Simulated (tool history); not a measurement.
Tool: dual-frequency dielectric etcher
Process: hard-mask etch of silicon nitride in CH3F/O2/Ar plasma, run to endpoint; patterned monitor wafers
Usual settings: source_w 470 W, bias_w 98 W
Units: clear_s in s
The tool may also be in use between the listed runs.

run	hour	source_w	bias_w	wafers since the last listed run	hours since the last wet clean	hours since the last source power generator calibration	hours since the last bias power generator calibration	hours since the last upper electrode change	incoming incoming film thickness, nm	clear_s
1	0.0	470	98	0	463.2	1167.2	980.3	4037.4	37.85	45.9
# hour 21.9: wet clean of the chamber
2	51.9	470	92	215	30.0	1219.1	1032.2	4089.3	38.33	49.2
3	108.6	470	92	408	86.7	1275.8	1088.9	4146.0	38.34	49.0
4	170.3	470	92	444	148.4	1337.5	1150.6	4207.7	38.55	48.9
5	207.7	400	111	269	185.8	1374.9	1188.0	4245.1	38.06	47.8
6	236.6	400	111	207	214.7	1403.8	1216.9	4274.0	38.04	48.1
# hour 276.6: upper electrode replaced, of another model than before
7	277.1	470	98	118	255.2	1444.3	1257.4	0.5	38.06	47.5
8	315.4	470	98	275	293.5	1482.6	1295.7	38.8	38.59	47.4
9	377.8	470	98	449	355.9	1545.0	1358.1	101.2	38.13	46.8
10	402.2	540	78	175	380.3	1569.4	1382.5	125.6	38.56	51.4
11	429.3	410	118	195	407.4	1596.5	1409.6	152.7	38.25	44.1
# hour 481.6: wet clean of the chamber
12	482.1	360	108	207	0.5	1649.3	1462.4	205.5	38.28	48.7
13	528.7	570	74	335	47.1	1695.9	1509.0	252.1	38.52	52.3
14	580.2	530	85	370	98.6	1747.4	1560.5	303.6	38.27	49.3
# hour 608.1: source power generator calibrated
# hour 618.5: bias power generator calibrated
15	629.0	380	75	293	147.4	20.9	10.5	352.4	38.15	56.2
16	659.7	470	91	220	178.1	51.6	41.2	383.1	38.30	49.3
17	712.1	470	98	377	230.5	104.0	93.6	435.5	38.60	47.5
18	763.9	580	78	372	282.3	155.8	145.4	487.3	38.05	49.4
19	816.1	470	98	375	334.5	208.0	197.6	539.5	38.57	46.6

Forecast each of these 5 alternatives for the next run:
A	816.5	470	80	2	334.9	208.4	198.0	539.9	38.06	?
B	816.5	520	115	2	334.9	208.4	198.0	539.9	38.06	?
C	816.5	410	76	2	334.9	208.4	198.0	539.9	38.06	?
D	816.5	440	91	2	334.9	208.4	198.0	539.9	38.06	?
E	816.5	510	114	2	334.9	208.4	198.0	539.9	38.06	?

run	clear_s
A	51.9
B	42.3
C	55.2
D	49.5
E	42.7
Without the tool's hidden state the same runs would have given:
run	clear_s
A	53.5
B	43.6
C	56.9
D	51.0
E	44.0

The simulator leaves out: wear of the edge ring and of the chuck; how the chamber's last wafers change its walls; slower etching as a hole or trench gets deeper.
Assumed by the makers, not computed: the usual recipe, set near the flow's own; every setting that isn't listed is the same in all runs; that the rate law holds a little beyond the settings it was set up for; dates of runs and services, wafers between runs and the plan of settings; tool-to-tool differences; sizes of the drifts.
